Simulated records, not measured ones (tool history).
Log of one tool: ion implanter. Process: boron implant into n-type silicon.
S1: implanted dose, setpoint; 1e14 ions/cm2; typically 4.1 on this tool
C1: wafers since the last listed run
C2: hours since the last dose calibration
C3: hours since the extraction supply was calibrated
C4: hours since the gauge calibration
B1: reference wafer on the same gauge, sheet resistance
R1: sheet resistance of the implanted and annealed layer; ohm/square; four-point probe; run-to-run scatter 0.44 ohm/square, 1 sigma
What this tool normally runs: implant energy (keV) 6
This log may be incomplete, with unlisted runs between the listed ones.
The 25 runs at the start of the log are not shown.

run 26 hour=700.9 | S1=3.76 implant_energy_(keV)=8 | C1=1757 C2=329.3 C3=4244.1 C4=184.5 | B1=293.11 | R1=303.42
run 27 hour=728.1 | S1=4.1 implant_energy_(keV)=6 | C1=686 C2=356.5 C3=4271.3 C4=211.7 | B1=293.1 | R1=293.1
-- hour=751.6 extraction supply calibrated
run 28 hour=757.2 | S1=4.1 implant_energy_(keV)=7.5 | C1=532 C2=385.6 C3=5.6 C4=240.8 | B1=293.01 | R1=283.6
run 29 hour=806.8 | S1=3.24 implant_energy_(keV)=6 | C1=1252 C2=435.2 C3=55.2 C4=290.4 | B1=292.95 | R1=357.56
run 30 hour=825.6 | S1=4.1 implant_energy_(keV)=6 | C1=474 C2=454 C3=74 C4=309.2 | B1=292.99 | R1=292.6
run 31 hour=839.5 | S1=4.1 implant_energy_(keV)=5 | C1=350 C2=467.9 C3=87.9 C4=323.1 | B1=292.92 | R1=300.92
run 32 hour=861.6 | S1=4.1 implant_energy_(keV)=6 | C1=557 C2=490 C3=110 C4=345.2 | B1=292.92 | R1=292.1
run 33 hour=876.7 | S1=3.66 implant_energy_(keV)=6 | C1=381 C2=505.1 C3=125.1 C4=360.3 | B1=292.97 | R1=321.45
run 34 hour=895.5 | S1=4.1 implant_energy_(keV)=6 | C1=474 C2=523.9 C3=143.9 C4=379.1 | B1=292.97 | R1=291.41
run 35 hour=907.6 | S1=4.58 implant_energy_(keV)=8 | C1=305 C2=536 C3=156 C4=391.2 | B1=293 | R1=255.47
run 36 hour=930.5 | S1=3.43 implant_energy_(keV)=7.5 | C1=578 C2=558.9 C3=178.9 C4=414.1 | B1=292.95 | R1=331.03
run 37 hour=963.9 | S1=4.1 implant_energy_(keV)=5 | C1=843 C2=592.3 C3=212.3 C4=447.5 | B1=292.91 | R1=301.36
run 38 hour=987.8 | S1=5.09 implant_energy_(keV)=6 | C1=603 C2=616.2 C3=236.2 C4=471.4 | B1=293.18 | R1=244.38

Consider 3 possible next runs. They are alternatives, not a sequence: every one starts from the tool as it was left by run 38. What does each give?
run A hour=988.2 | S1=4.1 implant_energy_(keV)=6 | C1=10 C2=616.6 C3=236.6 C4=471.8 | B1=? | R1=?
run B hour=988.2 | S1=2.97 implant_energy_(keV)=7 | C1=10 C2=616.6 C3=236.6 C4=471.8 | B1=? | R1=?
run C hour=988.2 | S1=4.63 implant_energy_(keV)=7 | C1=10 C2=616.6 C3=236.6 C4=471.8 | B1=? | R1=?

run=A B1=293.13 R1=292.03
run=B B1=293.13 R1=378.62
run=C B1=293.13 R1=257.71
Without the tool's unlogged condition, the same runs would have read:
run=A R1=294.2
run=B R1=381.48
run=C R1=259.6
